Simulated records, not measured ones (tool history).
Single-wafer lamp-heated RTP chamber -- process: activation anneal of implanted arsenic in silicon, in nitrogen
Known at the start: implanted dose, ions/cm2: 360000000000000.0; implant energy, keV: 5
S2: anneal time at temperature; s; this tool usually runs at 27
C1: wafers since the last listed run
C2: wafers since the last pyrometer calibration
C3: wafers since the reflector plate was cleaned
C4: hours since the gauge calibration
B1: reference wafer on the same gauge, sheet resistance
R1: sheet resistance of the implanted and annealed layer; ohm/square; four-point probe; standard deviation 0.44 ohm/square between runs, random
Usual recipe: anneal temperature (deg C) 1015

run 1 hour=0.0 | anneal_temperature_(deg_C)=1015 S2=27 | C1=0 C2=2820 C3=11275 C4=312.8 | B1=291.97 | R1=285.70
run 2 hour=60.2 | anneal_temperature_(deg_C)=1015 S2=27 | C1=570 C2=3390 C3=11846 C4=373.0 | B1=291.96 | R1=284.84
run 3 hour=102.0 | anneal_temperature_(deg_C)=1015 S2=27 | C1=396 C2=3786 C3=12242 C4=414.8 | B1=292.23 | R1=284.55
run 4 hour=157.1 | anneal_temperature_(deg_C)=1015 S2=27 | C1=522 C2=4309 C3=12764 C4=469.9 | B1=291.98 | R1=284.61
run 5 hour=207.1 | anneal_temperature_(deg_C)=1015 S2=27 | C1=473 C2=4783 C3=13238 C4=519.9 | B1=291.92 | R1=283.19
-- hour=253.6 pyrometer window cleaned and pyrometer calibrated
run 6 hour=270.3 | anneal_temperature_(deg_C)=1015 S2=27 | C1=523 C2=158 C3=13761 C4=583.1 | B1=292.24 | R1=286.66
-- hour=277.8 gauge calibrated
run 7 hour=339.7 | anneal_temperature_(deg_C)=1015 S2=27 | C1=657 C2=816 C3=14419 C4=61.9 | B1=292.20 | R1=286.68
run 8 hour=384.5 | anneal_temperature_(deg_C)=1015 S2=24 | C1=424 C2=1241 C3=14844 C4=106.7 | B1=292.00 | R1=287.97
run 9 hour=418.6 | anneal_temperature_(deg_C)=1039 S2=27 | C1=323 C2=1564 C3=15167 C4=140.8 | B1=292.00 | R1=274.12
-- hour=428.8 reflector plate cleaned
run 10 hour=457.0 | anneal_temperature_(deg_C)=1037 S2=43 | C1=288 C2=1852 C3=267 C4=179.2 | B1=291.93 | R1=268.76
run 11 hour=510.6 | anneal_temperature_(deg_C)=1015 S2=41 | C1=508 C2=2360 C3=775 C4=232.8 | B1=291.98 | R1=279.14
run 12 hour=568.0 | anneal_temperature_(deg_C)=996 S2=19 | C1=544 C2=2904 C3=1319 C4=290.2 | B1=292.02 | R1=302.74
run 13 hour=628.6 | anneal_temperature_(deg_C)=1029 S2=40 | C1=574 C2=3478 C3=1893 C4=350.8 | B1=291.90 | R1=271.56
run 14 hour=663.3 | anneal_temperature_(deg_C)=1043 S2=21 | C1=328 C2=3807 C3=2222 C4=385.5 | B1=292.25 | R1=277.45
run 15 hour=710.7 | anneal_temperature_(deg_C)=1015 S2=27 | C1=449 C2=4256 C3=2671 C4=432.9 | B1=292.08 | R1=284.79
run 16 hour=740.8 | anneal_temperature_(deg_C)=1029 S2=12 | C1=285 C2=4542 C3=2957 C4=463.0 | B1=292.01 | R1=294.47

Below are 4 alternative next runs, each starting from the tool's condition after run 16. Predict each:
run A hour=741.2 | anneal_temperature_(deg_C)=1015 S2=27 | C1=3 C2=4546 C3=2961 C4=463.4 | B1=? | R1=?
run B hour=741.2 | anneal_temperature_(deg_C)=1027 S2=27 | C1=3 C2=4546 C3=2961 C4=463.4 | B1=? | R1=?
run C hour=741.2 | anneal_temperature_(deg_C)=1045 S2=16 | C1=3 C2=4546 C3=2961 C4=463.4 | B1=? | R1=?
run D hour=741.2 | anneal_temperature_(deg_C)=1015 S2=15 | C1=3 C2=4546 C3=2961 C4=463.4 | B1=? | R1=?

run=A B1=292.07 R1=284.05
run=B B1=292.07 R1=278.51
run=C B1=292.07 R1=280.97
run=D B1=292.07 R1=295.83
Without the tool's hidden state the same runs would have given:
run=A R1=292.10
run=B R1=286.58
run=C R1=288.88
run=D R1=303.93
